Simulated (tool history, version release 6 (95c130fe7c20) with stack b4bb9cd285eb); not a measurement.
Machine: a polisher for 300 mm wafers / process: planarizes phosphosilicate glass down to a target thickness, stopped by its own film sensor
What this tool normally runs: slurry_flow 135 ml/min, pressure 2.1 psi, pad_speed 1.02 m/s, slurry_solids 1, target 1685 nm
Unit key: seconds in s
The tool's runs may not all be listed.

run	day	slurry_flow	pressure	pad_speed	slurry_solids	target	wafers since the last listed run	wafers polished on this pad	hours since the slurry nozzle was cleaned	hours since the head pressure was calibrated	hours since the slurry blender was calibrated	hours since the conditioning disc was replaced	incoming thickness of the incoming film, nm	seconds
1	0	155	2.1	1.02	1	1685	0	619	341.1	848.9	119.2	258.4	2137.6	67.4
2	0.617	155	2.1	1.02	1	1685	135	754	355.9	863.7	134	273.2	2084.7	59.2
# day 1.521: slurry blender recalibrated
3	1.9	155	2.1	1.02	1	1685	263	1018	386.7	894.5	9.1	304	2066.2	56.6
4	2.854	135	2.1	1.02	1	1788	209	1227	409.6	917.4	32	326.9	2074.1	44.5
# day 3.821: worn pad replaced by a new one
5	3.938	135	2.1	1.02	1	1788	201	25	435.6	943.4	58	352.9	2073	44.5
6	4.475	135	2.1	1.02	1	1788	118	143	448.5	956.3	70.9	365.8	2084.7	47.2
7	5.6	135	2.1	1.02	1	1685	247	391	475.5	983.3	97.9	392.8	2090.4	63.8
8	6.592	135	2.1	1.02	1	1685	217	608	499.3	1007.1	121.7	416.6	2094	65.5
# day 7.992: conditioning disc replaced and pad reconditioned
9	8.012	135	2.1	1.02	1	1685	293	902	533.4	1041.2	155.8	0.5	2105.4	64.1
# day 8.3: head pressure recalibrated
10	8.533	175	2.1	1.02	1.15	1685	96	998	545.9	5.6	168.3	13	2134.3	61
# day 9.408: slurry blender recalibrated
# day 10.192: worn pad replaced by a new one
11	11.112	135	2.1	1.02	1	1685	511	202	607.8	67.5	40.9	74.9	2094.7	63.3
12	12.046	95	2.1	1.02	0.8	1685	205	407	630.2	89.9	63.3	97.3	2114.5	81.5
13	13.429	90	2.1	1.12	0.8	1685	303	711	663.4	123.1	96.5	130.5	2084.9	72.8
14	14.675	135	2.6	1.02	1.15	1685	273	985	693.3	153	126.4	160.4	2136.7	57.6
15	15.45	95	2.1	1.02	0.85	1685	170	1155	711.9	171.6	145	179	2122.8	82.9
# day 15.971: worn pad replaced by a new one
16	16.775	135	2.1	1.02	1	1685	254	177	743.7	203.4	176.8	210.8	2087.8	64.8
# day 17.554: slurry blender recalibrated
17	18.083	135	1.6	0.9	1	1685	269	446	775.1	234.8	12.7	242.2	2116.4	96.6
# day 18.7: slurry nozzle cleaned
18	19.25	135	2.1	1.02	1	1685	247	693	13.2	262.8	40.7	270.2	2116.8	64.2
19	19.754	160	2.1	1.02	0.75	1685	110	803	25.3	274.9	52.8	282.3	2134.9	69.4
20	20.871	135	2.1	1.02	0.8	1685	245	1049	52.1	301.7	79.6	309.1	2087.5	64.1
21	21.833	120	2.6	1.02	1	1685	211	1260	75.2	324.8	102.7	332.2	2100.6	53.1
# day 22.508: worn pad replaced by a new one
22	23.162	180	1.5	0.9	0.75	1685	255	143	107.1	356.7	134.6	364.1	2114	95.5
# day 24.225: slurry blender recalibrated
23	26.671	135	2.1	1.02	1	1685	752	895	191.3	440.9	58.7	448.3	2101.3	64.5
# day 26.962: conditioning disc replaced and pad reconditioned
24	27.896	135	1.8	1.02	1	1570	250	1146	220.7	470.3	88.1	22.4	2081.7	86.3

Below, some changes in seconds between adjacent runs. For each, the amount present without the hidden state too (settings, incoming material, random variation) and the amount remaining for the hidden state with gauge scatter not shared by both compared results:
Hidden conditions of the tool in this case: removal rate lost through wear of the pad, %; slurry flow missing at the pad, %; deviation of the head's pressure from its setpoint, %; abrasive missing from the slurry, %; time polished since the conditioner stopped cutting, s.
Run 14 -> 15: slurry_flow 135 -> 95, pressure 2.6 -> 2.1, slurry_solids 1.15 -> 0.85. seconds +25.3 s: hidden state +6.3, all else +19.
Run 17 -> 18: pressure 1.6 -> 2.1, pad_speed 0.9 -> 1.02, slurry nozzle cleaned. seconds -32.4 s: hidden state -9.9, all else -22.5.
Run 21 -> 22: slurry_flow 120 -> 180, pressure 2.6 -> 1.5, pad_speed 1.02 -> 0.9, slurry_solids 1 -> 0.75, worn pad replaced by a new one. seconds +42.4 s: hidden state +1.1, all else +41.3.
